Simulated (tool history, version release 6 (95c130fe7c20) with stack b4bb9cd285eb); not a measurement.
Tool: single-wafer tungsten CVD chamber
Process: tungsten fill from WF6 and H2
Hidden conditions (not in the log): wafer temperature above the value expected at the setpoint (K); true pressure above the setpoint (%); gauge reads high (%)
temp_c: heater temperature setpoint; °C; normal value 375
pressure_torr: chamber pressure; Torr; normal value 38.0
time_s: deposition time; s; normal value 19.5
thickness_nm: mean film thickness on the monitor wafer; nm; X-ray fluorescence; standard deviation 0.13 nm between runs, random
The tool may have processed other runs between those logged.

run	hour	temp_c	pressure_torr	time_s	wafers since the last listed run	hours since the last thermocouple change	hours since the last manometer calibration	hours since the showerhead was replaced	hours since the gauge calibration	read-back reference wafer on the same gauge, thickness_nm	thickness_nm
1	0.0	375	38.0	19.5	0	2313.3	1062.0	8368.4	592.3	36.200	39.253
2	45.5	375	38.0	19.5	2157	2358.8	1107.5	8413.9	637.8	36.205	39.229
3	107.6	375	38.0	19.5	2944	2420.9	1169.6	8476.0	699.9	36.210	39.156
4	178.4	375	38.0	19.5	3357	2491.7	1240.4	8546.8	770.7	36.181	39.201
5	243.3	375	38.0	19.5	3077	2556.6	1305.3	8611.7	835.6	36.205	39.217
6	267.4	375	38.0	19.5	1142	2580.7	1329.4	8635.8	859.7	36.193	39.300
7	333.1	375	38.0	19.5	3115	2646.4	1395.1	8701.5	925.4	36.212	39.114
8	371.6	375	38.0	19.5	1825	2684.9	1433.6	8740.0	963.9	36.187	39.264
# hour 390.8: thermocouple changed; heater temperature recalibrated
9	562.2	375	38.0	19.5	8658	171.4	1624.2	8930.6	1154.5	36.183	39.412
10	663.2	375	38.0	19.5	4789	272.4	1725.2	9031.6	1255.5	36.208	39.363
11	702.3	375	38.0	19.5	1854	311.5	1764.3	9070.7	1294.6	36.223	39.591
# hour 728.2: showerhead replaced, of another model than before
12	767.1	375	38.0	19.5	2693	376.3	1829.1	38.9	1359.4	36.210	39.070
13	795.9	375	38.0	19.5	1365	405.1	1857.9	67.7	1388.2	36.212	39.193
14	856.7	384	34.7	19.5	2882	465.9	1918.7	128.5	1449.0	36.188	45.266
15	905.9	384	34.7	19.5	2332	515.1	1967.9	177.7	1498.2	36.202	45.383
16	956.3	387	29.3	21.7	2389	565.5	2018.3	228.1	1548.6	36.194	51.839
# hour 959.5: gauge calibrated
17	1013.7	367	32.5	17.6	2721	622.9	2075.7	285.5	54.2	36.198	29.479
18	1082.7	363	30.3	19.5	3271	691.9	2144.7	354.5	123.2	36.220	29.845
19	1109.5	375	38.0	19.5	1270	718.7	2171.5	381.3	150.0	36.192	39.401
# hour 1140.8: capacitance manometer re-zeroed and calibrated
20	1141.3	364	32.8	21.7	1128	750.5	0.5	413.1	181.8	36.207	34.067
21	1182.2	375	44.4	19.5	1939	791.4	41.4	454.0	222.7	36.220	40.190
22	1236.3	375	38.0	18.3	2565	845.5	95.5	508.1	276.8	36.216	36.590
23	1260.4	375	38.0	19.5	1142	869.6	119.6	532.2	300.9	36.214	38.563
24	1292.9	383	31.4	19.5	1541	902.1	152.1	564.7	333.4	36.210	43.156
25	1325.5	375	38.0	19.5	1545	934.7	184.7	597.3	366.0	36.198	38.881
26	1383.6	384	41.0	20.5	2754	992.8	242.8	655.4	424.1	36.207	49.244
27	1451.1	380	42.1	23.3	3200	1060.3	310.3	722.9	491.6	36.194	52.048
28	1480.4	379	29.9	21.6	1389	1089.6	339.6	752.2	520.9	36.216	44.096
29	1507.4	363	42.1	21.7	1280	1116.6	366.6	779.2	547.9	36.190	35.125
30	1533.6	360	34.7	17.6	1242	1142.8	392.8	805.4	574.1	36.203	25.804
31	1574.3	375	38.0	17.7	1929	1183.5	433.5	846.1	614.8	36.196	35.300
32	1629.1	375	38.0	16.3	2598	1238.3	488.3	900.9	669.6	36.209	32.361
33	1657.8	386	41.0	18.5	1360	1267.0	517.0	929.6	698.3	36.216	46.077
34	1708.5	375	38.0	19.5	2404	1317.7	567.7	980.3	749.0	36.207	38.967

List, for all runs, the conditions of the tool that the log does not record:
wafer temperature above the value expected at the setpoint (K): 0 at every run
gauge reads high (%): 0 at every run
H1: true pressure above the setpoint (%)
run	H1
1	2.07
2	2.17
3	2.33
4	2.51
5	2.68
6	2.75
7	2.94
8	3.06
9	3.68
10	4.05
11	4.19
12	4.44
13	4.55
14	4.8
15	5
16	5.22
17	5.47
18	5.78
19	5.91
20	0.619
21	0.621
22	0.629
23	0.634
24	0.644
25	0.655
26	0.682
27	0.722
28	0.742
29	0.763
30	0.784
31	0.82
32	0.874
33	0.905
34	0.964

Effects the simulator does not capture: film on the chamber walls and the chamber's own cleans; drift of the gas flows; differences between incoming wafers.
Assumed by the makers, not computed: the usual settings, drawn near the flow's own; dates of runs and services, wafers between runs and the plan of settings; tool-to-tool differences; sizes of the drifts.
